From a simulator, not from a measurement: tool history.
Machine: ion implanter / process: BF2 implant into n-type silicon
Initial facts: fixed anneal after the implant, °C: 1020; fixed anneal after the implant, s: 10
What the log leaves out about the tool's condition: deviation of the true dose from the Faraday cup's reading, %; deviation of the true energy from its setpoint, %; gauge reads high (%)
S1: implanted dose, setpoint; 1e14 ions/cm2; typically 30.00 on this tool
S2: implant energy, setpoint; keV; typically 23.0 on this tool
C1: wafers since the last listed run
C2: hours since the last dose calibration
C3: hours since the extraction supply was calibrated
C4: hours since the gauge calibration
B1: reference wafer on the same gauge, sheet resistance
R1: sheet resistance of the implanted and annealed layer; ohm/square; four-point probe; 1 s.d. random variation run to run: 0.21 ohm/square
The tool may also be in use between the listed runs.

run,hour,S1,S2,C1,C2,C3,C4,B1,R1
1,0.0,31.91,17.5,0,940.0,2487.9,6.6,132.01,160.34
2,12.5,31.91,17.5,362,952.5,2500.4,19.1,131.94,161.00
3,31.0,31.91,17.5,536,971.0,2518.9,37.6,132.00,160.38
4,57.1,36.26,23.0,757,997.1,2545.0,63.7,131.97,140.27
5,84.2,36.26,23.0,786,1024.2,2572.1,90.8,132.02,140.73
6,169.4,30.00,23.0,2471,1109.4,2657.3,176.0,132.01,142.66
7,189.9,30.00,23.0,594,1129.9,2677.8,196.5,131.96,142.85
8,206.7,30.00,23.0,487,1146.7,2694.6,213.3,131.98,143.08
9,270.7,30.00,23.0,1856,1210.7,2758.6,277.3,132.04,142.79
10,286.1,30.00,23.0,446,1226.1,2774.0,292.7,131.95,142.64
11,302.6,30.00,23.0,478,1242.6,2790.5,309.2,132.03,142.50
12,336.4,30.00,23.0,980,1276.4,2824.3,343.0,132.03,143.17
# hour 362.8: Faraday cup replaced and dose calibrated
13,371.6,30.00,23.0,788,8.8,2859.5,378.2,132.01,142.88
14,399.9,32.31,17.0,820,37.1,2887.8,406.5,132.03,162.98
15,416.9,32.31,17.0,493,54.1,2904.8,423.5,131.94,162.91
16,435.2,27.84,23.0,530,72.4,2923.1,441.8,131.97,143.40
17,454.1,27.84,23.0,548,91.3,2942.0,460.7,131.96,143.56
# hour 462.8: extraction supply calibrated
18,533.7,30.00,23.0,2076,170.9,70.9,540.3,132.01,140.15
19,550.9,33.97,26.5,498,188.1,88.1,557.5,132.06,129.64
20,568.4,30.00,23.0,507,205.6,105.6,575.0,131.97,140.76
21,595.0,32.47,20.0,771,232.2,132.2,601.6,131.99,148.97
22,624.7,23.06,23.0,861,261.9,161.9,631.3,132.08,143.26
23,644.5,30.00,18.5,574,281.7,181.7,651.1,131.99,155.09
24,671.7,30.00,23.0,788,308.9,208.9,678.3,131.97,140.31
25,684.2,30.00,29.5,362,321.4,221.4,690.8,131.93,124.52
26,729.4,30.00,23.0,1311,366.6,266.6,736.0,131.99,140.85
27,745.3,33.97,26.5,461,382.5,282.5,751.9,132.01,130.59
# hour 758.0: gauge calibrated
28,776.6,30.00,31.0,907,413.8,313.8,18.6,132.06,121.63
29,803.4,37.42,23.0,777,440.6,340.6,45.4,131.96,138.47
30,835.4,30.00,23.0,928,472.6,372.6,77.4,132.02,141.05
31,852.9,37.07,23.0,507,490.1,390.1,94.9,131.96,138.66
32,877.0,30.00,23.0,699,514.2,414.2,119.0,132.02,141.19
33,902.4,32.68,27.0,736,539.6,439.6,144.4,131.99,130.04
34,937.3,30.00,23.0,1012,574.5,474.5,179.3,131.95,141.21
35,955.1,32.60,29.5,516,592.3,492.3,197.1,132.02,124.13
36,973.7,22.77,23.0,539,610.9,510.9,215.7,131.96,144.03
37,1067.5,22.76,28.0,2720,704.7,604.7,309.5,131.95,130.24

Some steps in R1 between neighbouring runs. How much of each would the tool show without its hidden state too (settings, what came in, random variation), and how much is left for the hidden state, with any gauge scatter that isn't in both results?
Run 3 -> 4: S1 31.91 -> 36.26, S2 17.5 -> 23.0. R1 -20.11 ohm/square: hidden state -0.18, all else -19.93.
Run 13 -> 14: S1 30.00 -> 32.31, S2 23.0 -> 17.0. R1 +20.10 ohm/square: hidden state +0.14, all else +19.96.
Run 17 -> 18: S1 27.84 -> 30.00, extraction supply calibrated. R1 -3.41 ohm/square: hidden state -2.38, all else -1.03.
Run 35 -> 36: S1 32.60 -> 22.77, S2 29.5 -> 23.0. R1 +19.90 ohm/square: hidden state +0.17, all else +19.73.
